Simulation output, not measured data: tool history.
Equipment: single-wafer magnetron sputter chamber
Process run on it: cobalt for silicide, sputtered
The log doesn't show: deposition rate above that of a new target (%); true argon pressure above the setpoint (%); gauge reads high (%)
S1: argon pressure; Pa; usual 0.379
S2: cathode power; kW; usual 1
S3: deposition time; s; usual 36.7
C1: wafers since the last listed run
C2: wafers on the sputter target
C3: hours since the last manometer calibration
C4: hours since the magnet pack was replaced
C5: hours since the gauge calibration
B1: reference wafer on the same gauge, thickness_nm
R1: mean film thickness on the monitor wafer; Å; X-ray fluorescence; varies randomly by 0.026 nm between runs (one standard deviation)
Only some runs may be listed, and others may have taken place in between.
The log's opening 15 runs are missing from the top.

run	hour	S1	S2	S3	C1	C2	C3	C4	C5	B1	R1
16	380.9	0.379	0.85	33.2	515	1105	2118	5558.6	429.8	16.898	137.36
17	396.8	0.282	1	40.8	234	1340	2133.9	5574.5	445.7	16.9	200.64
18	411	0.264	1.2	36.7	209	1550	2148.1	5588.7	459.9	16.903	214.3
19	424	0.23	0.85	42.6	191	1742	2161.1	5601.7	472.9	16.9	182.08
20	438.7	0.379	1	43.8	217	1959	2175.8	5616.4	487.6	16.899	210.82
# hour 447.4: capacitance manometer re-zeroed and calibrated
21	455.9	0.379	0.85	36.7	135	2095	8.5	5633.6	504.8	16.9	149.49
22	476.8	0.379	1	36.7	308	2403	29.4	5654.5	525.7	16.898	173.42
# hour 487.6: gauge calibrated
23	489.5	0.241	1	30.7	187	2591	42.1	5667.2	1.9	16.898	150.55
# hour 498.2: magnet pack replaced
24	512.6	0.379	1	36.7	223	2814	65.2	14.4	25	16.901	173.71
25	547.6	0.231	1	36.7	516	3331	100.2	49.4	60	16.899	180.43
26	619.2	0.265	1	36.7	1057	4388	171.8	121	131.6	16.898	177.81
27	647.7	0.454	1.1	39	420	4809	200.3	149.5	160.1	16.902	196.86
28	677.2	0.436	1	36.7	435	5245	229.8	179	189.6	16.9	170.28
29	712.5	0.379	1	36.7	521	5766	265.1	214.3	224.9	16.904	173.18
30	738.8	0.379	1.15	33.4	388	6155	291.4	240.6	251.2	16.896	179.27
31	764.1	0.45	0.8	36.7	373	6528	316.7	265.9	276.5	16.902	138.46
32	799.1	0.379	1	30.6	516	7045	351.7	300.9	311.5	16.894	144.33
33	815	0.509	0.9	42.5	234	7280	367.6	316.8	327.4	16.895	176.38
34	831.2	0.296	0.8	34.7	239	7519	383.8	333	343.6	16.904	136.16

5 options for the next run, each taken on its own from the tool as it stands now. Forecast them:
A	831.6	0.379	1	36.7	5	7525	384.2	333.4	344	?	?
B	831.6	0.273	1.15	39.2	5	7525	384.2	333.4	344	?	?
C	831.6	0.251	1	31.7	5	7525	384.2	333.4	344	?	?
D	831.6	0.262	0.9	36.7	5	7525	384.2	333.4	344	?	?
E	831.6	0.379	1.2	36.7	5	7525	384.2	333.4	344	?	?

run	B1	R1
A	16.901	173.39
B	16.901	216.76
C	16.901	154.75
D	16.901	162.09
E	16.901	205.54
The same runs, with their run-to-run variation unchanged, on a tool lacking any hidden condition would have given:
run	R1
A	174.78
B	218.49
C	155.99
D	163.39
E	207.2
